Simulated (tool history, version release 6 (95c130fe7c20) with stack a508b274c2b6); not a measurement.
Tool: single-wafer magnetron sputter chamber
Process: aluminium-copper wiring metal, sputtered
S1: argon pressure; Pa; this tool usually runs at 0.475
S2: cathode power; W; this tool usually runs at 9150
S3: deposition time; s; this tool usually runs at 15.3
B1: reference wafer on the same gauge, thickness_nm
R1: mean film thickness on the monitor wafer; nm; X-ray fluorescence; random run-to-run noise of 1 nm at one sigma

run 1 hour=0.0 | S1=0.555 S2=9150 S3=17.1 | B1=208.974 | R1=211.626
run 2 hour=68.7 | S1=0.418 S2=9150 S3=15.3 | B1=208.806 | R1=196.419
-- hour=107.9 sputter target and shields replaced
run 3 hour=109.3 | S1=0.475 S2=9150 S3=15.3 | B1=208.608 | R1=207.080
run 4 hour=138.7 | S1=0.475 S2=9150 S3=15.3 | B1=208.921 | R1=204.319
run 5 hour=177.0 | S1=0.475 S2=9150 S3=15.3 | B1=209.164 | R1=202.620
run 6 hour=235.0 | S1=0.475 S2=9150 S3=15.3 | B1=209.256 | R1=198.296
run 7 hour=276.4 | S1=0.475 S2=9150 S3=15.3 | B1=208.740 | R1=197.382
run 8 hour=311.1 | S1=0.475 S2=9150 S3=15.3 | B1=208.518 | R1=195.491
run 9 hour=359.2 | S1=0.475 S2=9150 S3=15.3 | B1=209.124 | R1=197.096
-- hour=373.3 capacitance manometer re-zeroed and calibrated
run 10 hour=429.0 | S1=0.475 S2=9150 S3=15.3 | B1=208.903 | R1=196.981
-- hour=486.9 sputter target and shields replaced
-- hour=606.6 gauge calibrated
run 11 hour=626.9 | S1=0.475 S2=9150 S3=15.3 | B1=209.651 | R1=177.855
run 12 hour=663.9 | S1=0.475 S2=9150 S3=15.3 | B1=208.859 | R1=174.225
-- hour=679.6 sputter target and shields replaced, repeated, since the last time left the tool worse
run 13 hour=695.2 | S1=0.475 S2=9150 S3=15.3 | B1=208.993 | R1=206.022
-- hour=756.4 magnet pack replaced
run 14 hour=756.9 | S1=0.542 S2=9150 S3=15.3 | B1=208.603 | R1=199.873
run 15 hour=820.2 | S1=0.475 S2=9150 S3=15.3 | B1=208.992 | R1=199.038
run 16 hour=861.7 | S1=0.475 S2=10800 S3=15.3 | B1=208.640 | R1=229.004
run 17 hour=927.0 | S1=0.475 S2=10850 S3=17.4 | B1=209.411 | R1=260.060
run 18 hour=965.0 | S1=0.475 S2=11300 S3=13.8 | B1=208.699 | R1=210.415
run 19 hour=1013.9 | S1=0.386 S2=9150 S3=18.4 | B1=209.019 | R1=242.825
run 20 hour=1064.0 | S1=0.386 S2=9150 S3=15.3 | B1=209.122 | R1=201.057
run 21 hour=1089.9 | S1=0.475 S2=7300 S3=12.7 | B1=208.979 | R1=135.704
run 22 hour=1152.6 | S1=0.418 S2=9150 S3=15.3 | B1=208.950 | R1=199.813

A few steps of R1 between consecutive runs. Split each: what settings, incoming material and random variation would produce without the hidden state, and what is left over for the hidden state, along with gauge scatter present in only one of the two compared results (measured, and without hidden state):
Hidden conditions of the tool in this case: deposition rate above that of a new target (%); true argon pressure above the setpoint (%); gauge reads high (%).
Run 10 -> 11: sputter target and shields replaced, gauge calibrated. R1 -19.126 nm: hidden state -19.559, all else +0.433.
Run 12 -> 13: sputter target and shields replaced, repeated, since the last time left the tool worse. R1 +31.797 nm: hidden state +29.958, all else +1.839.
Run 20 -> 21: S1 0.386 -> 0.475, S2 9150 -> 7300, S3 15.3 -> 12.7. R1 -65.353 nm: hidden state +3.905, all else -69.258.
Run 21 -> 22: S1 0.475 -> 0.418, S2 7300 -> 9150, S3 12.7 -> 15.3. R1 +64.109 nm: hidden state -4.252, all else +68.361.

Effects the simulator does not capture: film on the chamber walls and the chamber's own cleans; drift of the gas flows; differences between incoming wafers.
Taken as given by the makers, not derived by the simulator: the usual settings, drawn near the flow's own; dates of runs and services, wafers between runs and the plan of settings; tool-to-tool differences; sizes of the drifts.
